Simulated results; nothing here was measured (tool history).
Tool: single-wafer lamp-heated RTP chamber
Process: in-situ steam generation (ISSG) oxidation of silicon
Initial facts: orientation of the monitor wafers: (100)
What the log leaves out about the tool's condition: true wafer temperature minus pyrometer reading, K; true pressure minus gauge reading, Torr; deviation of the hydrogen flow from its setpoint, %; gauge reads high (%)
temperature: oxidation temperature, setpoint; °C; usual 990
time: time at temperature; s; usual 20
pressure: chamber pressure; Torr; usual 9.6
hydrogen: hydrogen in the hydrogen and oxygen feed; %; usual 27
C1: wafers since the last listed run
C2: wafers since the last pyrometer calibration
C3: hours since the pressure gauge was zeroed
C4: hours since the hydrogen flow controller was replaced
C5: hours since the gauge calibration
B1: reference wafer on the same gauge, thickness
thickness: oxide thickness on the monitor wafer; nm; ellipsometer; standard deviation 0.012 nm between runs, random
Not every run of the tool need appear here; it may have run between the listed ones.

Run 1, hour 0.0: usual settings but hydrogen 32 %; C1 0; C2 6887; C3 1312.2; C4 4459.4; C5 100.7; B1 6.217. Result: thickness 6.042 nm.
Run 2, hour 7.3: usual settings but hydrogen 32 %; C1 77; C2 6964; C3 1319.5; C4 4466.7; C5 108.0; B1 6.219. Result: thickness 6.061 nm.
Run 3, hour 15.9: usual settings but pressure 9.2 Torr; C1 91; C2 7056; C3 1328.1; C4 4475.3; C5 116.6; B1 6.218. Result: thickness 5.880 nm.
Run 4, hour 26.3: usual settings but pressure 9.2 Torr; C1 110; C2 7166; C3 1338.5; C4 4485.7; C5 127.0; B1 6.217. Result: thickness 5.904 nm.
Run 5, hour 42.4: usual settings but time 14 s; C1 171; C2 7337; C3 1354.6; C4 4501.8; C5 143.1; B1 6.223. Result: thickness 4.995 nm.
Run 6, hour 65.8: usual settings; C1 248; C2 7586; C3 1378.0; C4 4525.2; C5 166.5; B1 6.220. Result: thickness 5.860 nm.
At hour 72.6: gauge calibrated.
Run 7, hour 83.2: usual settings; C1 184; C2 7771; C3 1395.4; C4 4542.6; C5 10.6; B1 6.222. Result: thickness 5.855 nm.
Run 8, hour 98.1: usual settings; C1 158; C2 7930; C3 1410.3; C4 4557.5; C5 25.5; B1 6.218. Result: thickness 5.890 nm.
Run 9, hour 106.0: usual settings but time 26 s; C1 83; C2 8014; C3 1418.2; C4 4565.4; C5 33.4; B1 6.220. Result: thickness 6.626 nm.
Run 10, hour 121.4: usual settings; C1 163; C2 8177; C3 1433.6; C4 4580.8; C5 48.8; B1 6.220. Result: thickness 5.904 nm.
Run 11, hour 139.3: usual settings; C1 190; C2 8368; C3 1451.5; C4 4598.7; C5 66.7; B1 6.222. Result: thickness 5.918 nm.
Run 12, hour 169.3: usual settings; C1 318; C2 8686; C3 1481.5; C4 4628.7; C5 96.7; B1 6.221. Result: thickness 5.934 nm.
Run 13, hour 185.7: usual settings; C1 174; C2 8861; C3 1497.9; C4 4645.1; C5 113.1; B1 6.219. Result: thickness 5.927 nm.
Run 14, hour 195.2: usual settings; C1 100; C2 8962; C3 1507.4; C4 4654.6; C5 122.6; B1 6.220. Result: thickness 5.933 nm.
Run 15, hour 203.5: usual settings; C1 88; C2 9050; C3 1515.7; C4 4662.9; C5 130.9; B1 6.219. Result: thickness 5.931 nm.
Run 16, hour 216.2: usual settings; C1 135; C2 9185; C3 1528.4; C4 4675.6; C5 143.6; B1 6.223. Result: thickness 5.935 nm.
At hour 230.8: pressure gauge zeroed.
Run 17, hour 231.3: usual settings but temperature 1003 °C, time 16 s, pressure 8.3 Torr, hydrogen 17 %; C1 75; C2 9261; C3 0.5; C4 4690.7; C5 158.7; B1 6.219. Result: thickness 5.177 nm.
At hour 235.7: gauge calibrated.
Run 18, hour 240.8: usual settings but temperature 998 °C, pressure 8.5 Torr, hydrogen 32 %; C1 100; C2 9362; C3 10.0; C4 4700.2; C5 5.1; B1 6.222. Result: thickness 6.551 nm.
At hour 248.9: pyrometer window cleaned and pyrometer calibrated.
Run 19, hour 254.8: usual settings but temperature 982 °C, time 25 s, pressure 8.4 Torr; C1 63; C2 62; C3 24.0; C4 4714.2; C5 19.1; B1 6.222. Result: thickness 6.258 nm.
Run 20, hour 263.8: usual settings but temperature 980 °C, pressure 9.0 Torr, hydrogen 21 %; C1 95; C2 158; C3 33.0; C4 4723.2; C5 28.1; B1 6.220. Result: thickness 5.279 nm.
At hour 272.0: hydrogen flow controller replaced.
Run 21, hour 280.9: usual settings; C1 96; C2 255; C3 50.1; C4 8.9; C5 45.2; B1 6.217. Result: thickness 5.713 nm.
Run 22, hour 296.8: usual settings but temperature 978 °C; C1 169; C2 424; C3 66.0; C4 24.8; C5 61.1; B1 6.223. Result: thickness 5.455 nm.
Run 23, hour 304.1: usual settings but pressure 8.8 Torr; C1 77; C2 501; C3 73.3; C4 32.1; C5 68.4; B1 6.225. Result: thickness 5.812 nm.
Run 24, hour 312.6: usual settings but temperature 1005 °C, time 24 s, pressure 8.6 Torr, hydrogen 18 %; C1 90; C2 592; C3 81.8; C4 40.6; C5 76.9; B1 6.215. Result: thickness 6.141 nm.
Run 25, hour 325.5: usual settings but temperature 1001 °C, pressure 10.0 Torr; C1 137; C2 729; C3 94.7; C4 53.5; C5 89.8; B1 6.222. Result: thickness 5.921 nm.
Run 26, hour 335.0: usual settings; C1 100; C2 830; C3 104.2; C4 63.0; C5 99.3; B1 6.220. Result: thickness 5.743 nm.
Run 27, hour 344.6: usual settings but temperature 996 °C; C1 102; C2 932; C3 113.8; C4 72.6; C5 108.9; B1 6.221. Result: thickness 5.855 nm.
Run 28, hour 357.4: usual settings but time 14 s; C1 136; C2 1068; C3 126.6; C4 85.4; C5 121.7; B1 6.219. Result: thickness 4.910 nm.
Run 29, hour 364.0: usual settings; C1 70; C2 1138; C3 133.2; C4 92.0; C5 128.3; B1 6.222. Result: thickness 5.724 nm.

3 ways to go on from here, each from the tool as it stands after run 29. What would each give?
Run A, hour 364.4: usual settings; C1 4; C2 1142; C3 133.6; C4 92.4; C5 128.7; B1 ?. Result: thickness ?.
Run B, hour 364.4: usual settings but temperature 970 °C, time 14 s; C1 4; C2 1142; C3 133.6; C4 92.4; C5 128.7; B1 ?. Result: thickness ?.
Run C, hour 364.4: usual settings but temperature 983 °C, pressure 8.7 Torr; C1 4; C2 1142; C3 133.6; C4 92.4; C5 128.7; B1 ?. Result: thickness ?.

run     B1  thickness
  A  6.220      5.736
  B  6.220      4.605
  C  6.220      5.668
Stripped of hidden state, with their random variation kept, the same runs would have yielded:
run  thickness
  A      5.688
  B      4.575
  C      5.623
